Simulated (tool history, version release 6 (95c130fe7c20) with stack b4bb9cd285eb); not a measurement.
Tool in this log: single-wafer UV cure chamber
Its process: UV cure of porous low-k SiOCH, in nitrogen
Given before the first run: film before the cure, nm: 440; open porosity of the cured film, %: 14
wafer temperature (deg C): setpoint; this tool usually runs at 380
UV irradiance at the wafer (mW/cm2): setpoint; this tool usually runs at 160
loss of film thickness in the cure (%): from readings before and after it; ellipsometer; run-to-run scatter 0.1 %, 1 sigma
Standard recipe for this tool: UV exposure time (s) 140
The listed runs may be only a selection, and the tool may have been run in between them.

| run | hour | wafer temperature (deg C) | UV exposure time (s) | UV irradiance at the wafer (mW/cm2) | loss of film thickness in the cure (%) |
|---|---|---|---|---|---|
| 1 | 0 | 380 | 140 | 160 | 9.105 |
| 2 | 13.1 | 380 | 140 | 160 | 8.981 |
| 3 | 25.2 | 380 | 140 | 160 | 8.932 |
| 4 | 36.9 | 380 | 140 | 160 | 8.971 |
| 5 | 49.5 | 380 | 175 | 160 | 9.963 |
| 6 | 58.6 | 380 | 140 | 160 | 9.037 |
| 7 | 74.9 | 380 | 140 | 160 | 8.989 |
| 8 | 98.6 | 380 | 140 | 160 | 8.956 |
| 9 | 116.1 | 380 | 140 | 160 | 8.986 |
| 10 | 130.4 | 380 | 140 | 160 | 8.731 |
| 11 | 143.8 | 380 | 140 | 179 | 9.331 |
| 12 | 154.5 | 380 | 140 | 179 | 9.369 |
| 13 | 164.9 | 380 | 140 | 160 | 9.015 |
| 14 | 172.8 | 380 | 140 | 160 | 8.95 |
|  | 188.5 | quartz window cleaned |
| 15 | 189 | 380 | 140 | 160 | 9.779 |
| 16 | 197.2 | 388 | 175 | 160 | 10.717 |
| 17 | 211.2 | 388 | 175 | 160 | 11.033 |
| 18 | 222.6 | 388 | 175 | 160 | 10.926 |
| 19 | 235.7 | 380 | 185 | 160 | 10.742 |
| 20 | 246.7 | 362 | 140 | 160 | 9.377 |
| 21 | 257.9 | 380 | 140 | 181 | 9.996 |
| 22 | 265.4 | 394 | 100 | 172 | 8.689 |
| 23 | 281.9 | 373 | 75 | 197 | 7.542 |
| 24 | 297.8 | 392 | 180 | 160 | 10.921 |
| 25 | 309 | 380 | 215 | 125 | 10.306 |
| 26 | 320.1 | 380 | 140 | 160 | 9.285 |
| 27 | 333.1 | 380 | 100 | 160 | 7.917 |
| 28 | 349.4 | 380 | 140 | 160 | 9.385 |
| 29 | 355.8 | 380 | 140 | 160 | 9.284 |
|  | 367.8 | UV bulbs replaced |
| 30 | 368.3 | 389 | 190 | 179 | 11.279 |
| 31 | 379.4 | 380 | 75 | 196 | 7.601 |
| 32 | 393.6 | 386 | 205 | 140 | 10.302 |
| 33 | 402.8 | 373 | 190 | 146 | 10.111 |
| 34 | 420 | 380 | 140 | 160 | 9.223 |
| 35 | 434.9 | 380 | 140 | 178 | 9.499 |
| 36 | 449.9 | 380 | 140 | 125 | 8.184 |
| 37 | 459.1 | 380 | 210 | 200 | 11.95 |
| 38 | 466.4 | 380 | 90 | 196 | 8.099 |
| 39 | 477.4 | 380 | 210 | 160 | 10.741 |

Consider 3 possible next runs. They are alternatives, not a sequence: every one starts from the tool as it was left by run 39. What does each give?
| A | 477.8 | 391 | 140 | 160 | ? |
| B | 477.8 | 362 | 80 | 186 | ? |
| C | 477.8 | 380 | 85 | 141 | ? |

| run | loss of film thickness in the cure (%) |
|---|---|
| A | 9.282 |
| B | 7.149 |
| C | 6.612 |
What these runs would have given with no unlogged condition in the tool:
| run | loss of film thickness in the cure (%) |
|---|---|
| A | 10.06 |
| B | 7.866 |
| C | 7.311 |
